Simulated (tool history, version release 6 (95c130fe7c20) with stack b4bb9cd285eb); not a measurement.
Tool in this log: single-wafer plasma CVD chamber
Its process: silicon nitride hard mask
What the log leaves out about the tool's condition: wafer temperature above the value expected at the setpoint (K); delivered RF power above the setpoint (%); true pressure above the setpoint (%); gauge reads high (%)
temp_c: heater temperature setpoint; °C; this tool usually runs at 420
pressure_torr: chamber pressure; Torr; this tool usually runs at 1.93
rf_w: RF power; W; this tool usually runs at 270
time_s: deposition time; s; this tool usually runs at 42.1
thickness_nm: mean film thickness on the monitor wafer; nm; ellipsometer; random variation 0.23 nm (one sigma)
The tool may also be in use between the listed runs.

run    hour  temp_c  pressure_torr  rf_w  time_s  wafers since the last listed run  hours since the last thermocouple change  hours since the last RF generator calibration  hours since the last manometer calibration  hours since the showerhead was replaced  hours since the gauge calibration  read-back reference wafer on the same gauge, thickness_nm  thickness_nm
  1     0.0     420           1.93   270    42.1                                 0                                     743.5                                          461.6                                       239.8                                   3078.4                              548.6                                                     56.020        48.201
  2    43.9     420           1.93   270    42.1                               830                                     787.4                                          505.5                                       283.7                                   3122.3                              592.5                                                     55.852        48.248
  3   151.0     420           1.93   270    42.1                              2025                                     894.5                                          612.6                                       390.8                                   3229.4                              699.6                                                     55.781        48.075
  4   239.2     420           1.93   270    42.1                              1668                                     982.7                                          700.8                                       479.0                                   3317.6                              787.8                                                     55.627        47.937
  5   296.5     420           1.93   270    42.1                              1083                                    1040.0                                          758.1                                       536.3                                   3374.9                              845.1                                                     55.703        47.968
  6   381.3     420           1.93   270    42.1                              1603                                    1124.8                                          842.9                                       621.1                                   3459.7                              929.9                                                     55.613        48.063
      428.8  -- RF generator calibrated
  7   470.6     420           1.93   270    42.1                              1537                                    1214.1                                           41.8                                       710.4                                   3549.0                             1019.2                                                     55.545        47.845
  8   514.6     420           1.93   270    46.0                               832                                    1258.1                                           85.8                                       754.4                                   3593.0                             1063.2                                                     55.550        52.518
  9   584.1     420           1.93   270    42.1                              1314                                    1327.6                                          155.3                                       823.9                                   3662.5                             1132.7                                                     55.431        48.213
      618.0  -- thermocouple changed; heater temperature recalibrated
 10   632.2     420           1.93   270    42.1                               758                                      14.2                                          203.4                                       872.0                                   3710.6                             1180.8                                                     55.458        47.973
      733.0  -- showerhead replaced
      744.9  -- capacitance manometer re-zeroed and calibrated
 11   745.4     420           1.75   270    33.8                              1838                                     127.4                                          316.6                                         0.5                                     12.4                             1294.0                                                     55.498        36.900
 12   833.1     420           1.93   270    39.4                              1658                                     215.1                                          404.3                                        88.2                                    100.1                             1381.7                                                     55.403        44.633
      891.7  -- gauge calibrated
 13   908.3     420           1.93   270    42.1                              1422                                     290.3                                          479.5                                       163.4                                    175.3                               16.6                                                     57.241        49.447
 14  1015.5     420           1.73   270    42.1                              2027                                     397.5                                          586.7                                       270.6                                    282.5                              123.8                                                     56.930        46.654
 15  1053.9     412           1.52   245    46.3                               726                                     435.9                                          625.1                                       309.0                                    320.9                              162.2                                                     56.797        44.847
 16  1150.0     420           1.93   270    35.1                              1817                                     532.0                                          721.2                                       405.1                                    417.0                              258.3                                                     56.674        40.641

Hidden state or all else? Some run-to-run changes of thickness_nm, split into what the settings, what came in and random variation would give without the hidden state, and what is left for the hidden state (with any gauge scatter that isn't in both results):
Run 10 -> 11: pressure_torr 1.93 -> 1.75, time_s 42.1 -> 33.8, showerhead replaced, capacitance manometer re-zeroed and calibrated. thickness_nm -11.073 nm: hidden state +0.338, all else -11.411.
Run 12 -> 13: time_s 39.4 -> 42.1, gauge calibrated. thickness_nm +4.814 nm: hidden state +1.508, all else +3.306.

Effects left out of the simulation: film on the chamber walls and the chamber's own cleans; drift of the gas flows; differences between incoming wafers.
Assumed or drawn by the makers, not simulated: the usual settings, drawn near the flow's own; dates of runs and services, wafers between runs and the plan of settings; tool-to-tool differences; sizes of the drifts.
